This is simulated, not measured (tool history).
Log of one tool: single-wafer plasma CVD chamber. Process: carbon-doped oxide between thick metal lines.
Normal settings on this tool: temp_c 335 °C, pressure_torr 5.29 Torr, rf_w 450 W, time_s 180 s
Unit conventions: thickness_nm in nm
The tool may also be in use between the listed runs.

run	hour	temp_c	pressure_torr	rf_w	time_s	wafers since the last listed run	hours since the last thermocouple change	hours since the last RF generator calibration	hours since the last manometer calibration	hours since the showerhead was replaced	hours since the gauge calibration	read-back reference wafer on the same gauge, thickness_nm	thickness_nm
1	0.0	335	5.29	450	180	0	1287.0	1511.8	1805.8	3602.4	38.2	1062.753	940.273
2	11.8	335	5.29	450	180	103	1298.8	1523.6	1817.6	3614.2	50.0	1062.857	937.314
3	23.4	335	5.29	450	180	101	1310.4	1535.2	1829.2	3625.8	61.6	1062.485	929.264
4	35.4	335	5.29	450	163	105	1322.4	1547.2	1841.2	3637.8	73.6	1060.599	849.479
5	42.4	335	5.29	450	163	61	1329.4	1554.2	1848.2	3644.8	80.6	1063.191	849.019
6	56.2	335	5.29	450	163	121	1343.2	1568.0	1862.0	3658.6	94.4	1060.801	849.059
7	72.4	335	5.29	450	180	142	1359.4	1584.2	1878.2	3674.8	110.6	1062.985	940.362
8	99.7	335	5.29	450	180	239	1386.7	1611.5	1905.5	3702.1	137.9	1060.558	931.531
9	108.0	335	5.29	450	180	72	1395.0	1619.8	1913.8	3710.4	146.2	1060.955	943.390
# hour 119.7: showerhead replaced
10	123.6	335	5.29	450	180	66	1410.6	1635.4	1929.4	3.9	161.8	1062.350	943.937
# hour 132.3: gauge calibrated
11	136.4	335	5.29	450	180	112	1423.4	1648.2	1942.2	16.7	4.1	1061.819	945.065
12	153.6	335	5.29	450	190	151	1440.6	1665.4	1959.4	33.9	21.3	1061.691	987.574
# hour 165.1: thermocouple changed; heater temperature recalibrated
13	165.6	335	4.86	450	180	35	0.5	1677.4	1971.4	45.9	33.3	1061.711	937.677
# hour 176.5: RF generator calibrated
14	177.0	326	4.26	505	214	29	11.9	0.5	1982.8	57.3	44.7	1060.572	1223.498
15	181.2	335	6.34	450	180	36	16.1	4.7	1987.0	61.5	48.9	1061.694	963.994
16	194.0	335	5.29	450	192	112	28.9	17.5	1999.8	74.3	61.7	1061.895	1004.057
17	204.8	329	4.01	490	144	94	39.7	28.3	2010.6	85.1	72.5	1061.966	792.402
18	216.1	335	5.29	450	207	99	51.0	39.6	2021.9	96.4	83.8	1061.627	1080.601
# hour 238.1: capacitance manometer re-zeroed and calibrated
19	238.6	335	5.66	450	180	127	73.5	62.1	0.5	118.9	106.3	1061.667	951.213
20	248.1	326	5.29	450	180	83	83.0	71.6	10.0	128.4	115.8	1061.732	975.369
21	254.8	335	5.29	450	180	58	89.7	78.3	16.7	135.1	122.5	1062.086	940.498
22	260.9	327	5.29	450	180	53	95.8	84.4	22.8	141.2	128.6	1061.695	975.964
23	273.4	335	5.29	450	146	109	108.3	96.9	35.3	153.7	141.1	1061.084	758.619
# hour 277.5: gauge calibrated
24	300.0	340	5.29	450	146	233	134.9	123.5	61.9	180.3	22.5	1060.679	747.905
25	316.2	335	5.29	450	180	142	151.1	139.7	78.1	196.5	38.7	1061.169	944.732

The tool's hidden state at each run:
wafer temperature above the value expected at the setpoint (K): 0 on each run
delivered RF power above the setpoint (%): 0 on each run
true pressure above the setpoint (%): 0 on each run
gauge reads high (%): 0 on each run
